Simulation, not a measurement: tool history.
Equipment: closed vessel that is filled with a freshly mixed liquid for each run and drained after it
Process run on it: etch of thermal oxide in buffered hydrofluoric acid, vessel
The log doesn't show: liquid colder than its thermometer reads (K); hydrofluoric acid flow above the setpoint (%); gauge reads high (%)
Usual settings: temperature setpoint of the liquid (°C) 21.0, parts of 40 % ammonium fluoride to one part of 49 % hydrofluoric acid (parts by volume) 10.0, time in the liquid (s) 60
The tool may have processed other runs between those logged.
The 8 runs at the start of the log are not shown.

| run | hour | temperature setpoint of the liquid (°C) | parts of 40 % ammonium fluoride to one part of 49 % hydrofluoric acid (parts by volume) | time in the liquid (s) | wafers since the last listed run | hours since the thermometer was replaced | hours since the hydrofluoric acid flow meter was replaced | hours since the gauge calibration | read-back film thickness of the thermal oxide reference wafer, read on the same gauge (nm) | thickness taken off the thermal oxide on a monitor wafer (Å) |
|---|---|---|---|---|---|---|---|---|---|---|
| 9 | 261.3 | 21.0 | 10.0 | 60 | 4455 | 625.9 | 1571.2 | 560.6 | 140.00 | 542.0 |
|  | 263.6 | hydrofluoric acid flow meter replaced |
| 10 | 283.9 | 24.5 | 10.0 | 60 | 2979 | 648.5 | 20.3 | 583.2 | 139.96 | 652.4 |
| 11 | 313.8 | 24.5 | 10.0 | 60 | 4124 | 678.4 | 50.2 | 613.1 | 140.00 | 660.6 |
|  | 330.2 | gauge calibrated |
| 12 | 340.5 | 24.5 | 10.0 | 60 | 3682 | 705.1 | 76.9 | 10.3 | 139.98 | 664.9 |
| 13 | 363.4 | 21.0 | 10.0 | 60 | 3158 | 728.0 | 99.8 | 33.2 | 139.99 | 544.5 |
| 14 | 376.7 | 21.0 | 10.0 | 60 | 1834 | 741.3 | 113.1 | 46.5 | 140.01 | 546.4 |
| 15 | 394.6 | 21.0 | 10.0 | 60 | 2469 | 759.2 | 131.0 | 64.4 | 140.01 | 543.9 |
|  | 402.6 | thermometer replaced |
| 16 | 414.5 | 18.5 | 7.5 | 45 | 2607 | 11.9 | 150.9 | 84.3 | 140.01 | 460.6 |
| 17 | 446.9 | 19.5 | 10.0 | 35 | 4469 | 44.3 | 183.3 | 116.7 | 140.02 | 292.8 |
| 18 | 472.6 | 21.0 | 10.0 | 30 | 3545 | 70.0 | 209.0 | 142.4 | 139.99 | 272.8 |
| 19 | 492.9 | 21.0 | 10.0 | 60 | 2800 | 90.3 | 229.3 | 162.7 | 140.04 | 545.3 |
| 20 | 521.7 | 17.0 | 8.5 | 90 | 3972 | 119.1 | 258.1 | 191.5 | 140.02 | 738.1 |
| 21 | 556.1 | 21.0 | 10.0 | 60 | 4745 | 153.5 | 292.5 | 225.9 | 140.00 | 547.2 |
| 22 | 579.7 | 18.0 | 13.0 | 35 | 3255 | 177.1 | 316.1 | 249.5 | 139.99 | 207.3 |
| 23 | 614.3 | 21.0 | 13.0 | 60 | 4772 | 211.7 | 350.7 | 284.1 | 140.02 | 426.9 |
| 24 | 632.3 | 21.0 | 10.0 | 60 | 2482 | 229.7 | 368.7 | 302.1 | 140.03 | 545.8 |
| 25 | 661.7 | 19.5 | 7.5 | 60 | 4055 | 259.1 | 398.1 | 331.5 | 140.01 | 656.1 |
| 26 | 679.4 | 19.5 | 10.0 | 60 | 2441 | 276.8 | 415.8 | 349.2 | 140.03 | 499.1 |
| 27 | 700.2 | 21.0 | 10.0 | 60 | 2869 | 297.6 | 436.6 | 370.0 | 139.98 | 547.1 |
| 28 | 718.0 | 21.0 | 10.0 | 60 | 2455 | 315.4 | 454.4 | 387.8 | 139.99 | 545.2 |
| 29 | 743.6 | 21.0 | 10.0 | 60 | 3531 | 341.0 | 480.0 | 413.4 | 140.00 | 543.2 |
| 30 | 775.3 | 17.5 | 12.0 | 60 | 4372 | 372.7 | 511.7 | 445.1 | 139.98 | 375.8 |

Consider 3 possible next runs. They are alternatives, not a sequence: every one starts from the tool as it was left by run 30. What does each give?
| A | 776.0 | 24.0 | 10.0 | 60 | 96 | 373.4 | 512.4 | 445.8 | ? | ? |
| B | 776.0 | 19.0 | 7.5 | 40 | 96 | 373.4 | 512.4 | 445.8 | ? | ? |
| C | 776.0 | 21.0 | 10.0 | 35 | 96 | 373.4 | 512.4 | 445.8 | ? | ? |

| run | read-back film thickness of the thermal oxide reference wafer, read on the same gauge (nm) | thickness taken off the thermal oxide on a monitor wafer (Å) |
|---|---|---|
| A | 140.01 | 638.8 |
| B | 140.01 | 420.3 |
| C | 140.01 | 315.9 |
Take away the tool's hidden state, keep each run's random variation, and the runs would have read:
| run | thickness taken off the thermal oxide on a monitor wafer (Å) |
|---|---|
| A | 638.8 |
| B | 420.3 |
| C | 315.9 |

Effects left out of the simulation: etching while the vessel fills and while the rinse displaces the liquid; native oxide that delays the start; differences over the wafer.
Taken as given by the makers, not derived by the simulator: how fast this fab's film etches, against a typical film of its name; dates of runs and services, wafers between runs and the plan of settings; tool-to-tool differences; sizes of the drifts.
